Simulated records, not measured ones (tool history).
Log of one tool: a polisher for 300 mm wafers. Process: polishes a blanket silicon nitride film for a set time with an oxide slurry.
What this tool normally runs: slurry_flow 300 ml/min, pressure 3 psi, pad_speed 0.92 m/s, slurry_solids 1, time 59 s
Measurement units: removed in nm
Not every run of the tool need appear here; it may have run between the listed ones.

run     day  slurry_flow  pressure  pad_speed  slurry_solids  time  wafers since the last listed run  wafers polished on this pad  hours since the slurry nozzle was cleaned  hours since the head pressure was calibrated  hours since the slurry blender was calibrated  hours since the conditioning disc was replaced  incoming thickness of the incoming film, nm  removed
  1       0          300         3       0.92              1    59                                 0                          653                                      144.2                                         699.1                                          472.1                                             0.5                                          372     33.4
      1.167  -- slurry blender recalibrated
  2   4.062          300       3.3       0.92              1    59                              1095                         1748                                      241.7                                         796.6                                           69.5                                              98                                        363.8     34.9
  3       8          275         3       0.92              1    59                              1083                         2831                                      336.2                                         891.1                                            164                                           192.5                                        370.8     30.9
  4   9.567          300         3       0.92              1    59                               431                         3262                                      373.8                                         928.7                                          201.6                                           230.1                                        376.3     31.1
     11.971  -- slurry nozzle cleaned
  5  12.538          300         3       0.92              1    59                               806                         4068                                       13.6                                          1000                                          272.9                                           301.4                                          373     30.6
  6  15.096          300         3       0.92              1    59                               704                         4772                                         75                                        1061.4                                          334.3                                           362.8                                          370     29.5
     15.775  -- worn pad replaced by a new one
     16.392  -- conditioning disc replaced and pad reconditioned
  7  17.792          300         3       0.92              1    59                               673                          532                                      139.7                                        1126.1                                            399                                            33.6                                          371     32.7
  8  21.079          300         3       0.92              1    59                               904                         1436                                      218.6                                          1205                                          477.9                                           112.5                                        377.2     31.7
     23.721  -- slurry blender recalibrated
  9  23.938          300         3       0.92              1    59                               763                         2200                                      287.2                                        1273.6                                            5.2                                           181.1                                        372.6     31.3
 10  26.879          300         3       0.92              1    59                               809                         3009                                      357.8                                        1344.2                                           75.8                                           251.7                                        368.1     30.2
     27.429  -- slurry nozzle cleaned
 11  30.717          300       2.7       1.02              1    59                              1044                         4054                                       78.9                                        1436.3                                          167.9                                           343.8                                        370.9     29.4
     31.288  -- conditioning disc replaced and pad reconditioned
     32.279  -- head pressure recalibrated
 12  32.967          240         3       0.92            0.9    59                               573                         4627                                      132.9                                          16.5                                          221.9                                            40.3                                        366.9     31.3
     34.192  -- worn pad replaced by a new one
 13  36.833          300         3       0.92              1    59                              1018                          726                                      225.7                                         109.3                                          314.7                                           133.1                                        370.6     31.4
 14  39.058          400         3       0.92              1    59                               612                         1338                                      279.1                                         162.7                                          368.1                                           186.5                                        370.7     31.6
 15  41.246          300         3       0.92            1.1    59                               601                         1940                                      331.6                                         215.2                                          420.6                                             239                                        365.4     30.9
     44.579  -- slurry nozzle cleaned
 16  44.829          300       3.8       1.12              1    59                               974                         2915                                          6                                         301.2                                          506.6                                             325                                        373.1     41.9
     46.354  -- slurry blender recalibrated
     46.929  -- conditioning disc replaced and pad reconditioned
 17   47.55          340         3       0.92              1    59                               702                         3618                                       71.3                                         366.5                                           28.7                                            14.9                                        367.7     33.3
     48.467  -- worn pad replaced by a new one
 18  51.379          300         3       0.92              1    59                              1007                          801                                      163.2                                         458.4                                          120.6                                           106.8                                        366.9     32.2
 19  55.321          300         3       0.92              1    59                              1084                         1886                                      257.8                                           553                                          215.2                                           201.4                                        373.8     31.2
 20  58.446          300         3       0.92              1    59                               859                         2746                                      332.8                                           628                                          290.2                                           276.4                                        363.9     30.6
     60.054  -- slurry nozzle cleaned
     61.483  -- conditioning disc replaced and pad reconditioned
 21  62.642          275         3       0.92              1    59                              1120                         3866                                       62.1                                         728.7                                          390.9                                            27.8                                        373.4     33.4
     64.367  -- slurry blender recalibrated
     65.846  -- worn pad replaced by a new one
 22  66.442          300       2.7       0.92            0.9    71                               976                          163                                      153.3                                         819.9                                           49.8                                             119                                        377.3     33.9
 23   68.15          200         3       0.92            0.8    59                               470                          633                                      194.3                                         860.9                                           90.8                                             160                                        370.1     27.9
 24  71.475          365         3       1.16              1    59                               915                         1548                                      274.1                                         940.7                                          170.6                                           239.8                                        370.9     37.3
 25  74.383          300       3.6       0.92              1    42                               800                         2349                                      343.9                                        1010.5                                          240.4                                           309.6                                        367.7     24.8

For each entry between runs, how does the tool's hidden state at the last listed run before it compare with that at the first listed run after it?
Runs 1 to 2: slurry blender recalibrated (day 1.167)
  time polished since the conditioner stopped cutting, s: 8.95 -> 72.7
  measured less the result without the state, removed: -0.2 -> -1.5 nm
Runs 4 to 5: slurry nozzle cleaned (day 11.971)
  time polished since the conditioner stopped cutting, s: 159 -> 206
  measured less the result without the state, removed: -2.5 -> -3.2 nm
Runs 6 to 7: worn pad replaced by a new one (day 15.775); conditioning disc replaced and pad reconditioned (day 16.392)
  time polished since the conditioner stopped cutting, s: 246 -> 32
  measured less the result without the state, removed: -3.7 -> -0.6 nm
Runs 8 to 9: slurry blender recalibrated (day 23.721)
  time polished since the conditioner stopped cutting, s: 83.6 -> 128
  measured less the result without the state, removed: -1.4 -> -2.1 nm
Runs 10 to 11: slurry nozzle cleaned (day 27.429)
  time polished since the conditioner stopped cutting, s: 175 -> 235
  measured less the result without the state, removed: -2.8 -> -3.6 nm
Runs 11 to 12: conditioning disc replaced and pad reconditioned (day 31.288); head pressure recalibrated (day 32.279)
  time polished since the conditioner stopped cutting, s: 235 -> 50
  measured less the result without the state, removed: -3.6 -> -0.8 nm
Runs 12 to 13: worn pad replaced by a new one (day 34.192)
  time polished since the conditioner stopped cutting, s: 50 -> 111
  measured less the result without the state, removed: -0.8 -> -1.8 nm
Runs 15 to 16: slurry nozzle cleaned (day 44.579)
  time polished since the conditioner stopped cutting, s: 180 -> 236
  measured less the result without the state, removed: -2.9 -> -7.2 nm
Runs 16 to 17: slurry blender recalibrated (day 46.354); conditioning disc replaced and pad reconditioned (day 46.929)
  time polished since the conditioner stopped cutting, s: 236 -> 44.7
  measured less the result without the state, removed: -7.2 -> -0.8 nm
Runs 17 to 18: worn pad replaced by a new one (day 48.467)
  time polished since the conditioner stopped cutting, s: 44.7 -> 105
  measured less the result without the state, removed: -0.8 -> -1.8 nm
Runs 20 to 21: slurry nozzle cleaned (day 60.054); conditioning disc replaced and pad reconditioned (day 61.483)
  time polished since the conditioner stopped cutting, s: 216 -> 24.3
  measured less the result without the state, removed: -3.5 -> -0.4 nm
Runs 21 to 22: slurry blender recalibrated (day 64.367); worn pad replaced by a new one (day 65.846)
  time polished since the conditioner stopped cutting, s: 24.3 -> 83.9
  measured less the result without the state, removed: -0.4 -> -1.4 nm
